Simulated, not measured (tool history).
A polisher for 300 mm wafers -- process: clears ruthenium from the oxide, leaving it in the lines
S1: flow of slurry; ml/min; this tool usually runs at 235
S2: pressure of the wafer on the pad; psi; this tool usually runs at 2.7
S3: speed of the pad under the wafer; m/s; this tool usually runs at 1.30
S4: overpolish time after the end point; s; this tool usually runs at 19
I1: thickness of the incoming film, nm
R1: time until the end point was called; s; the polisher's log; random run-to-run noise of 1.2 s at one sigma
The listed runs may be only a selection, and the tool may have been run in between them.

Run 1, hour 0.0: usual settings; I1 137.8. Result: R1 77.0 s.
At hour 17.9: head pressure recalibrated.
Run 2, hour 43.4: usual settings; I1 138.0. Result: R1 75.3 s.
Run 3, hour 99.2: usual settings; I1 140.5. Result: R1 82.8 s.
At hour 152.4: worn pad replaced by a new one.
Run 4, hour 152.9: usual settings; I1 141.5. Result: R1 70.9 s.
At hour 182.0: slurry nozzle cleaned.
Run 5, hour 361.3: usual settings but S2 3.4 psi; I1 140.5. Result: R1 63.8 s.
Run 6, hour 405.5: usual settings; I1 139.9. Result: R1 76.3 s.
Run 7, hour 471.0: usual settings; I1 141.6. Result: R1 80.5 s.
At hour 510.6: worn pad replaced by a new one.
Run 8, hour 522.7: usual settings but S1 195 ml/min; I1 138.4. Result: R1 71.9 s.
Run 9, hour 558.5: usual settings but S1 195 ml/min; I1 141.2. Result: R1 74.0 s.
At hour 710.0: slurry nozzle cleaned.
Run 10, hour 763.8: usual settings but S1 195 ml/min; I1 138.8. Result: R1 76.7 s.
Run 11, hour 822.7: usual settings; I1 140.0. Result: R1 79.0 s.
Run 12, hour 878.0: usual settings; I1 137.4. Result: R1 78.1 s.
Run 13, hour 922.1: usual settings; I1 141.3. Result: R1 78.2 s.
At hour 975.5: worn pad replaced by a new one.
Run 14, hour 979.3: usual settings but S3 1.10 m/s; I1 142.9. Result: R1 83.4 s.
Run 15, hour 1048.6: usual settings but S2 3.2 psi, S3 1.00 m/s; I1 138.8. Result: R1 79.1 s.
Run 16, hour 1101.3: usual settings but S2 3.2 psi, S3 1.00 m/s; I1 139.2. Result: R1 78.0 s.
Run 17, hour 1169.2: usual settings but S1 175 ml/min, S4 25 s; I1 140.9. Result: R1 79.4 s.
At hour 1186.9: head pressure recalibrated.
Run 18, hour 1223.0: usual settings but S1 170 ml/min, S2 1.9 psi, S3 1.42 m/s, S4 16 s; I1 140.0. Result: R1 96.8 s.
At hour 1258.3: slurry nozzle cleaned.
Run 19, hour 1291.6: usual settings; I1 139.1. Result: R1 77.9 s.
Run 20, hour 1330.0: usual settings; I1 140.5. Result: R1 78.7 s.
Run 21, hour 1378.1: usual settings but S1 255 ml/min, S2 3.5 psi, S3 1.68 m/s, S4 15 s; I1 140.6. Result: R1 54.0 s.
At hour 1399.0: worn pad replaced by a new one.
Run 22, hour 1426.6: usual settings but S3 1.14 m/s; I1 139.1. Result: R1 78.4 s.
Run 23, hour 1454.6: usual settings; I1 140.6. Result: R1 72.3 s.
Run 24, hour 1657.2: usual settings but S1 155 ml/min, S3 1.06 m/s; I1 137.8. Result: R1 94.3 s.
Run 25, hour 1717.0: usual settings; I1 139.2. Result: R1 79.4 s.
At hour 1721.6: slurry nozzle cleaned.
Run 26, hour 1772.5: usual settings but S1 185 ml/min, S2 2.2 psi, S3 0.86 m/s; I1 141.4. Result: R1 128.8 s.
At hour 1815.1: worn pad replaced by a new one.
Run 27, hour 1824.2: usual settings; I1 138.7. Result: R1 68.1 s.
Run 28, hour 1894.4: usual settings; I1 141.2. Result: R1 76.6 s.
Run 29, hour 1941.8: usual settings but S1 310 ml/min, S4 30 s; I1 139.1. Result: R1 73.6 s.
Run 30, hour 1975.0: usual settings but S1 300 ml/min, S2 3.2 psi, S3 1.02 m/s; I1 138.7. Result: R1 78.2 s.
Run 31, hour 2018.4: usual settings but S1 210 ml/min, S2 2.3 psi, S3 1.54 m/s, S4 29 s; I1 140.9. Result: R1 79.6 s.
Run 32, hour 2073.8: usual settings; I1 140.1. Result: R1 77.5 s.

Predict each of these 3 candidate next runs independently; none follows another, all start after run 32:
Run A, hour 2074.3: usual settings but S2 3.1 psi; I1 139.3. Result: R1 ?.
Run B, hour 2074.3: usual settings but S4 26 s; I1 139.3. Result: R1 ?.
Run C, hour 2074.3: usual settings but S1 175 ml/min, S3 1.04 m/s, S4 25 s; I1 139.3. Result: R1 ?.

run    R1
  A  70.6
  B  78.6
  C  95.4
Stripped of hidden state, with their random variation kept, the same runs would have yielded:
run    R1
  A  62.3
  B  69.5
  C  84.3
